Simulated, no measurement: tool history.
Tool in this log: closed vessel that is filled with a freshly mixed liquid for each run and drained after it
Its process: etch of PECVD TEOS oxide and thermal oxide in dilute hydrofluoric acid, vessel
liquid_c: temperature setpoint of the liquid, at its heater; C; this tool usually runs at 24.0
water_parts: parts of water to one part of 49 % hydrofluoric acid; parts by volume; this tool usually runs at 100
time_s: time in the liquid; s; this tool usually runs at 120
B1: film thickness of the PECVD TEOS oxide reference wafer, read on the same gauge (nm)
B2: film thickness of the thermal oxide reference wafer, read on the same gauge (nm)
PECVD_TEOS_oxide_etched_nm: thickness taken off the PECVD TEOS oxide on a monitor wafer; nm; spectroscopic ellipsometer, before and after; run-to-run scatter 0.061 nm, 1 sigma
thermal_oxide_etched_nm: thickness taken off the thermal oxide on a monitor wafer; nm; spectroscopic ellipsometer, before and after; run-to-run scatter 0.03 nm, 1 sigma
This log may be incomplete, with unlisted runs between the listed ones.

{"run": 1, "hour": 0.0, "liquid_c": 24.0, "water_parts": 80, "time_s": 120, "B1": 89.99, "B2": 99.97, "PECVD_TEOS_oxide_etched_nm": 16.35, "thermal_oxide_etched_nm": 8.05}
{"run": 2, "hour": 15.1, "liquid_c": 24.0, "water_parts": 100, "time_s": 165, "B1": 90.04, "B2": 100.07, "PECVD_TEOS_oxide_etched_nm": 17.38, "thermal_oxide_etched_nm": 8.62}
{"run": 3, "hour": 106.8, "liquid_c": 24.0, "water_parts": 100, "time_s": 120, "B1": 89.99, "B2": 100.01, "PECVD_TEOS_oxide_etched_nm": 12.69, "thermal_oxide_etched_nm": 6.25}
{"run": 4, "hour": 139.5, "liquid_c": 24.0, "water_parts": 100, "time_s": 120, "B1": 90.02, "B2": 100.02, "PECVD_TEOS_oxide_etched_nm": 12.7, "thermal_oxide_etched_nm": 6.24}
{"run": 5, "hour": 156.2, "liquid_c": 24.0, "water_parts": 100, "time_s": 120, "B1": 89.96, "B2": 100.02, "PECVD_TEOS_oxide_etched_nm": 12.6, "thermal_oxide_etched_nm": 6.19}
{"run": 6, "hour": 191.4, "liquid_c": 24.0, "water_parts": 100, "time_s": 120, "B1": 90.0, "B2": 100.02, "PECVD_TEOS_oxide_etched_nm": 12.65, "thermal_oxide_etched_nm": 6.22}
{"run": 7, "hour": 209.3, "liquid_c": 24.0, "water_parts": 100, "time_s": 120, "B1": 90.0, "B2": 99.98, "PECVD_TEOS_oxide_etched_nm": 12.56, "thermal_oxide_etched_nm": 6.14}
{"run": 8, "hour": 243.6, "liquid_c": 20.5, "water_parts": 100, "time_s": 120, "B1": 90.02, "B2": 99.97, "PECVD_TEOS_oxide_etched_nm": 10.88, "thermal_oxide_etched_nm": 5.37}
{"run": 9, "hour": 272.3, "liquid_c": 24.0, "water_parts": 100, "time_s": 120, "B1": 89.98, "B2": 99.97, "PECVD_TEOS_oxide_etched_nm": 12.54, "thermal_oxide_etched_nm": 6.2}
{"run": 10, "hour": 299.3, "liquid_c": 24.0, "water_parts": 100, "time_s": 120, "B1": 90.02, "B2": 100.01, "PECVD_TEOS_oxide_etched_nm": 12.53, "thermal_oxide_etched_nm": 6.17}
{"hour": 313.0, "done": "gauge calibrated"}
{"run": 11, "hour": 328.0, "liquid_c": 24.0, "water_parts": 100, "time_s": 120, "B1": 89.99, "B2": 100.07, "PECVD_TEOS_oxide_etched_nm": 12.54, "thermal_oxide_etched_nm": 6.19}
{"run": 12, "hour": 351.7, "liquid_c": 21.0, "water_parts": 135, "time_s": 55, "B1": 90.01, "B2": 100.01, "PECVD_TEOS_oxide_etched_nm": 3.61, "thermal_oxide_etched_nm": 1.79}
{"run": 13, "hour": 371.4, "liquid_c": 22.0, "water_parts": 100, "time_s": 120, "B1": 90.02, "B2": 100.04, "PECVD_TEOS_oxide_etched_nm": 11.51, "thermal_oxide_etched_nm": 5.68}
{"run": 14, "hour": 392.0, "liquid_c": 21.5, "water_parts": 80, "time_s": 170, "B1": 89.98, "B2": 99.96, "PECVD_TEOS_oxide_etched_nm": 20.36, "thermal_oxide_etched_nm": 9.99}
{"run": 15, "hour": 409.5, "liquid_c": 27.5, "water_parts": 55, "time_s": 55, "B1": 89.99, "B2": 100.02, "PECVD_TEOS_oxide_etched_nm": 12.56, "thermal_oxide_etched_nm": 6.24}
{"run": 16, "hour": 444.9, "liquid_c": 22.0, "water_parts": 65, "time_s": 120, "B1": 89.99, "B2": 100.0, "PECVD_TEOS_oxide_etched_nm": 18.51, "thermal_oxide_etched_nm": 9.04}
{"hour": 457.9, "done": "thermometer replaced"}
{"run": 17, "hour": 466.8, "liquid_c": 24.0, "water_parts": 80, "time_s": 120, "B1": 89.98, "B2": 100.03, "PECVD_TEOS_oxide_etched_nm": 17.69, "thermal_oxide_etched_nm": 8.8}
{"hour": 469.6, "done": "hydrofluoric acid flow meter replaced"}
{"run": 18, "hour": 486.5, "liquid_c": 26.5, "water_parts": 65, "time_s": 120, "B1": 90.01, "B2": 99.99, "PECVD_TEOS_oxide_etched_nm": 24.7, "thermal_oxide_etched_nm": 12.23}
{"run": 19, "hour": 498.9, "liquid_c": 20.5, "water_parts": 100, "time_s": 95, "B1": 89.96, "B2": 100.01, "PECVD_TEOS_oxide_etched_nm": 9.6, "thermal_oxide_etched_nm": 4.69}
{"run": 20, "hour": 525.6, "liquid_c": 24.0, "water_parts": 100, "time_s": 120, "B1": 90.02, "B2": 100.02, "PECVD_TEOS_oxide_etched_nm": 13.83, "thermal_oxide_etched_nm": 6.81}
{"run": 21, "hour": 539.8, "liquid_c": 19.0, "water_parts": 65, "time_s": 120, "B1": 89.98, "B2": 99.98, "PECVD_TEOS_oxide_etched_nm": 17.95, "thermal_oxide_etched_nm": 8.91}
{"run": 22, "hour": 569.9, "liquid_c": 24.0, "water_parts": 100, "time_s": 120, "B1": 90.0, "B2": 100.01, "PECVD_TEOS_oxide_etched_nm": 13.73, "thermal_oxide_etched_nm": 6.82}
{"run": 23, "hour": 602.2, "liquid_c": 20.5, "water_parts": 100, "time_s": 145, "B1": 89.97, "B2": 100.0, "PECVD_TEOS_oxide_etched_nm": 14.41, "thermal_oxide_etched_nm": 7.09}

What if the next run were any one of these 5? Each begins from the tool's condition after run 23:
{"run": "A", "hour": 602.9, "liquid_c": 20.0, "water_parts": 100, "time_s": 120, "B1": "?", "B2": "?", "PECVD_TEOS_oxide_etched_nm": "?", "thermal_oxide_etched_nm": "?"}
{"run": "B", "hour": 602.9, "liquid_c": 21.5, "water_parts": 100, "time_s": 120, "B1": "?", "B2": "?", "PECVD_TEOS_oxide_etched_nm": "?", "thermal_oxide_etched_nm": "?"}
{"run": "C", "hour": 602.9, "liquid_c": 20.0, "water_parts": 85, "time_s": 70, "B1": "?", "B2": "?", "PECVD_TEOS_oxide_etched_nm": "?", "thermal_oxide_etched_nm": "?"}
{"run": "D", "hour": 602.9, "liquid_c": 26.5, "water_parts": 140, "time_s": 190, "B1": "?", "B2": "?", "PECVD_TEOS_oxide_etched_nm": "?", "thermal_oxide_etched_nm": "?"}
{"run": "E", "hour": 602.9, "liquid_c": 28.0, "water_parts": 100, "time_s": 145, "B1": "?", "B2": "?", "PECVD_TEOS_oxide_etched_nm": "?", "thermal_oxide_etched_nm": "?"}

run=A B1=89.96 B2=99.96 PECVD_TEOS_oxide_etched_nm=11.70 thermal_oxide_etched_nm=5.78
run=B B1=89.96 B2=99.96 PECVD_TEOS_oxide_etched_nm=12.44 thermal_oxide_etched_nm=6.15
run=C B1=89.96 B2=99.96 PECVD_TEOS_oxide_etched_nm=8.17 thermal_oxide_etched_nm=4.03
run=D B1=89.96 B2=99.96 PECVD_TEOS_oxide_etched_nm=16.32 thermal_oxide_etched_nm=8.06
run=E B1=89.96 B2=99.96 PECVD_TEOS_oxide_etched_nm=19.43 thermal_oxide_etched_nm=9.60
The same runs, with their run-to-run variation unchanged, on a tool lacking any hidden condition would have given:
run=A PECVD_TEOS_oxide_etched_nm=11.80 thermal_oxide_etched_nm=5.83
run=B PECVD_TEOS_oxide_etched_nm=12.54 thermal_oxide_etched_nm=6.19
run=C PECVD_TEOS_oxide_etched_nm=8.23 thermal_oxide_etched_nm=4.07
run=D PECVD_TEOS_oxide_etched_nm=16.44 thermal_oxide_etched_nm=8.12
run=E PECVD_TEOS_oxide_etched_nm=19.57 thermal_oxide_etched_nm=9.67
